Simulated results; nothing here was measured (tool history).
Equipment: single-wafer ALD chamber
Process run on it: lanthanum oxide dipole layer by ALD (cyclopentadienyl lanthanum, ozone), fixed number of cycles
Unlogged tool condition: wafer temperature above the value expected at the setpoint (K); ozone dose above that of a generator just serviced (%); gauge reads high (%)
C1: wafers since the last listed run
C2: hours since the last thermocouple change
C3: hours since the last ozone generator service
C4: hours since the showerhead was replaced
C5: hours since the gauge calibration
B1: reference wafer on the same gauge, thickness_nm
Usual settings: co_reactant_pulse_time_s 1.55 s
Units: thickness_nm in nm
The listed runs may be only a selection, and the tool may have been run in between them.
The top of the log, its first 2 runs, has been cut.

{"run": 3, "day": 3.925, "co_reactant_pulse_time_s": 1.55, "C1": 794, "C2": 682.4, "C3": 111.8, "C4": 5861.6, "C5": 1658.3, "B1": 0.486, "thickness_nm": 0.56}
{"run": 4, "day": 5.579, "co_reactant_pulse_time_s": 1.35, "C1": 976, "C2": 722.1, "C3": 151.5, "C4": 5901.3, "C5": 1698, "B1": 0.486, "thickness_nm": 0.534}
{"run": 5, "day": 7.567, "co_reactant_pulse_time_s": 1.35, "C1": 1173, "C2": 769.8, "C3": 199.2, "C4": 5949, "C5": 1745.7, "B1": 0.486, "thickness_nm": 0.533}
{"run": 6, "day": 10.229, "co_reactant_pulse_time_s": 1.35, "C1": 1571, "C2": 833.7, "C3": 263.1, "C4": 6012.9, "C5": 1809.6, "B1": 0.486, "thickness_nm": 0.528}
{"run": 7, "day": 11.433, "co_reactant_pulse_time_s": 1.55, "C1": 710, "C2": 862.6, "C3": 292, "C4": 6041.8, "C5": 1838.5, "B1": 0.486, "thickness_nm": 0.552}
{"run": 8, "day": 13.325, "co_reactant_pulse_time_s": 1.55, "C1": 1116, "C2": 908, "C3": 337.4, "C4": 6087.2, "C5": 1883.9, "B1": 0.486, "thickness_nm": 0.55}
{"run": 9, "day": 15.421, "co_reactant_pulse_time_s": 1.95, "C1": 1236, "C2": 958.3, "C3": 387.7, "C4": 6137.5, "C5": 1934.2, "B1": 0.486, "thickness_nm": 0.575}
{"run": 10, "day": 17.471, "co_reactant_pulse_time_s": 1.95, "C1": 1209, "C2": 1007.5, "C3": 436.9, "C4": 6186.7, "C5": 1983.4, "B1": 0.486, "thickness_nm": 0.575}
{"day": 18.492, "done": "showerhead replaced"}
{"run": 11, "day": 19.246, "co_reactant_pulse_time_s": 1.19, "C1": 850, "C2": 1050.1, "C3": 479.5, "C4": 18.1, "C5": 2026, "B1": 0.486, "thickness_nm": 0.489}
{"run": 12, "day": 20.629, "co_reactant_pulse_time_s": 1.19, "C1": 816, "C2": 1083.3, "C3": 512.7, "C4": 51.3, "C5": 2059.2, "B1": 0.486, "thickness_nm": 0.489}
{"run": 13, "day": 22.329, "co_reactant_pulse_time_s": 1.19, "C1": 1003, "C2": 1124.1, "C3": 553.5, "C4": 92.1, "C5": 2100, "B1": 0.486, "thickness_nm": 0.489}
{"run": 14, "day": 24.571, "co_reactant_pulse_time_s": 1.93, "C1": 1323, "C2": 1177.9, "C3": 607.3, "C4": 145.9, "C5": 2153.8, "B1": 0.486, "thickness_nm": 0.572}
{"run": 15, "day": 25.833, "co_reactant_pulse_time_s": 1.93, "C1": 745, "C2": 1208.2, "C3": 637.6, "C4": 176.2, "C5": 2184.1, "B1": 0.486, "thickness_nm": 0.573}
{"day": 25.988, "done": "gauge calibrated"}
{"day": 27.933, "done": "thermocouple changed; heater temperature recalibrated"}
{"run": 16, "day": 28.025, "co_reactant_pulse_time_s": 1.55, "C1": 1096, "C2": 2.2, "C3": 690.2, "C4": 228.8, "C5": 48.9, "B1": 0.486, "thickness_nm": 0.547}
{"run": 17, "day": 30.642, "co_reactant_pulse_time_s": 1.1, "C1": 1544, "C2": 65, "C3": 753, "C4": 291.6, "C5": 111.7, "B1": 0.485, "thickness_nm": 0.46}
{"run": 18, "day": 32.583, "co_reactant_pulse_time_s": 1.17, "C1": 1145, "C2": 111.6, "C3": 799.6, "C4": 338.2, "C5": 158.3, "B1": 0.486, "thickness_nm": 0.479}
{"run": 19, "day": 33.988, "co_reactant_pulse_time_s": 1.94, "C1": 828, "C2": 145.3, "C3": 833.3, "C4": 371.9, "C5": 192, "B1": 0.486, "thickness_nm": 0.573}
{"run": 20, "day": 35.275, "co_reactant_pulse_time_s": 1.95, "C1": 759, "C2": 176.2, "C3": 864.2, "C4": 402.8, "C5": 222.9, "B1": 0.486, "thickness_nm": 0.571}

Predict the results of run 21:
{"run": 21, "day": 36.367, "co_reactant_pulse_time_s": 1.55, "C1": 644, "C2": 202.4, "C3": 890.4, "C4": 429, "C5": 249.1, "B1": "?", "thickness_nm": "?"}

B1: 0.486
thickness_nm: 0.545 nm
Take away the tool's hidden state, keep the run-to-run variation as it was, and the same run would have given thickness_nm 0.564 nm.
